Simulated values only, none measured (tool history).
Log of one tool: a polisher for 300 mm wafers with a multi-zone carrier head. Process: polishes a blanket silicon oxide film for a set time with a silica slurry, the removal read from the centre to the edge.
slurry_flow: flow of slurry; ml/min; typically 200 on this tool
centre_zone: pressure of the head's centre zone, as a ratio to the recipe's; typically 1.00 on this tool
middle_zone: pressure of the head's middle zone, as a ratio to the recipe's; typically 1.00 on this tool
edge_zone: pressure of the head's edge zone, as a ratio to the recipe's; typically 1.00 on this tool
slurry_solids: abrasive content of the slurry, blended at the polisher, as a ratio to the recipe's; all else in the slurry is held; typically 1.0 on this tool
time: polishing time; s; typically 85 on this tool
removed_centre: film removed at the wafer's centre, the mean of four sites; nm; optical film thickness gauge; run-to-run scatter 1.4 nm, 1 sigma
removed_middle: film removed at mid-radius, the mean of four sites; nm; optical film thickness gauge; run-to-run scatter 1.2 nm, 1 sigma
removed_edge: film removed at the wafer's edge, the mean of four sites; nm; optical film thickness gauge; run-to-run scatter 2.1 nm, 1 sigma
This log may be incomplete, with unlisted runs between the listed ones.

| run | day | slurry_flow | centre_zone | middle_zone | edge_zone | slurry_solids | time | wafers since the last listed run | wafers polished on this pad | hours since the slurry nozzle was cleaned | hours since the centre zone pressure was calibrated | hours since the edge zone pressure was calibrated | hours since the carrier head's membrane was replaced | incoming thickness of the incoming film, nm | removed_centre | removed_middle | removed_edge |
|---|---|---|---|---|---|---|---|---|---|---|---|---|---|---|---|---|---|
| 1 | 0.000 | 200 | 1.00 | 1.00 | 1.00 | 1.1 | 85 | 0 | 318 | 388.8 | 640.3 | 554.2 | 534.5 | 1037.8 | 169.2 | 167.4 | 172.7 |
| 2 | 0.383 | 200 | 1.00 | 1.00 | 1.00 | 1.0 | 85 | 89 | 408 | 398.0 | 649.5 | 563.4 | 543.7 | 1037.9 | 161.1 | 157.9 | 165.1 |
| 3 | 0.962 | 200 | 1.00 | 1.00 | 1.00 | 1.0 | 85 | 135 | 544 | 411.9 | 663.4 | 577.3 | 557.6 | 1041.7 | 159.0 | 157.8 | 157.8 |
|  | 1.554 | worn pad replaced by a new one |
| 4 | 1.575 | 200 | 1.00 | 1.00 | 1.00 | 1.0 | 85 | 104 | 4 | 426.6 | 678.1 | 592.0 | 572.3 | 1018.7 | 165.3 | 162.3 | 169.9 |
| 5 | 1.838 | 200 | 0.96 | 1.00 | 1.00 | 1.0 | 85 | 61 | 65 | 432.9 | 684.4 | 598.3 | 578.6 | 1027.2 | 159.6 | 163.9 | 168.8 |
| 6 | 2.096 | 200 | 0.96 | 1.00 | 1.00 | 1.0 | 85 | 60 | 126 | 439.1 | 690.6 | 604.5 | 584.8 | 1030.2 | 158.5 | 161.9 | 167.4 |
| 7 | 2.842 | 200 | 0.96 | 1.00 | 1.00 | 1.0 | 85 | 174 | 301 | 457.0 | 708.5 | 622.4 | 602.7 | 1047.2 | 156.5 | 160.7 | 166.7 |
| 8 | 3.321 | 160 | 1.00 | 1.00 | 1.00 | 1.0 | 85 | 112 | 413 | 468.5 | 720.0 | 633.9 | 614.2 | 1040.3 | 155.0 | 152.9 | 160.4 |
|  | 3.475 | slurry nozzle cleaned |
| 9 | 3.850 | 200 | 1.00 | 0.94 | 0.93 | 1.0 | 85 | 114 | 528 | 9.0 | 732.7 | 646.6 | 626.9 | 1037.1 | 160.0 | 149.3 | 156.1 |
|  | 4.021 | centre zone pressure recalibrated |
|  | 4.167 | worn pad replaced by a new one |
| 10 | 4.392 | 200 | 0.92 | 1.06 | 0.89 | 1.0 | 85 | 73 | 53 | 22.0 | 8.9 | 659.6 | 639.9 | 1022.0 | 153.9 | 168.1 | 159.3 |
| 11 | 4.796 | 200 | 1.00 | 1.00 | 1.00 | 1.0 | 85 | 94 | 147 | 31.7 | 18.6 | 669.3 | 649.6 | 1024.2 | 161.7 | 161.0 | 170.4 |
| 12 | 5.192 | 200 | 1.00 | 1.00 | 1.00 | 1.0 | 85 | 92 | 240 | 41.2 | 28.1 | 678.8 | 659.1 | 1025.8 | 160.3 | 158.4 | 166.0 |
|  | 5.471 | edge zone pressure recalibrated |
| 13 | 5.504 | 170 | 0.96 | 0.92 | 1.00 | 1.0 | 106 | 53 | 294 | 48.7 | 35.6 | 0.8 | 666.6 | 1010.4 | 184.5 | 176.9 | 199.5 |
|  | 5.988 | carrier head's membrane replaced by a new one |
| 14 | 6.012 | 200 | 1.00 | 1.00 | 1.00 | 1.0 | 65 | 70 | 364 | 60.9 | 47.8 | 13.0 | 0.6 | 1041.1 | 120.7 | 118.6 | 126.0 |
| 15 | 6.346 | 200 | 1.00 | 1.00 | 1.00 | 1.0 | 85 | 78 | 442 | 68.9 | 55.8 | 21.0 | 8.6 | 1018.1 | 156.0 | 156.7 | 162.6 |
|  | 6.771 | worn pad replaced by a new one |
| 16 | 6.875 | 200 | 0.90 | 1.00 | 0.88 | 0.8 | 68 | 84 | 24 | 81.6 | 68.5 | 33.7 | 21.3 | 1044.8 | 105.6 | 111.2 | 110.0 |
| 17 | 7.538 | 200 | 0.96 | 1.00 | 1.00 | 0.9 | 85 | 155 | 179 | 97.5 | 84.4 | 49.6 | 37.2 | 1022.8 | 146.3 | 151.4 | 154.8 |

Difference, measured minus no-hidden-state, one row per run. Run-to-run variation is common to both terms; the gauge's own scatter need not be:
Unlogged tool condition in this case: removal rate lost through wear of the pad, %; slurry flow missing at the pad, %; deviation of the centre zone's pressure from its setpoint, %; deviation of the edge zone's pressure from its setpoint, %.
| run | removed_centre | removed_middle | removed_edge |
|---|---|---|---|
| 1 | -4.7 | -4.6 | -4.8 |
| 2 | -5.5 | -5.4 | -5.6 |
| 3 | -7.0 | -6.9 | -6.9 |
| 4 | -0.1 | -0.2 | -0.1 |
| 5 | -0.8 | -0.8 | -0.8 |
| 6 | -1.4 | -1.5 | -1.6 |
| 7 | -3.3 | -3.4 | -3.5 |
| 8 | -4.5 | -4.5 | -4.7 |
| 9 | -6.1 | -5.6 | -5.9 |
| 10 | -1.9 | -2.1 | -1.9 |
| 11 | -3.0 | -3.1 | -3.2 |
| 12 | -4.1 | -4.0 | -4.2 |
| 13 | -5.7 | -5.4 | -6.1 |
| 14 | -4.7 | -4.7 | -5.0 |
| 15 | -6.9 | -7.0 | -7.3 |
| 16 | -0.8 | -0.9 | -0.8 |
| 17 | -2.6 | -2.7 | -2.9 |
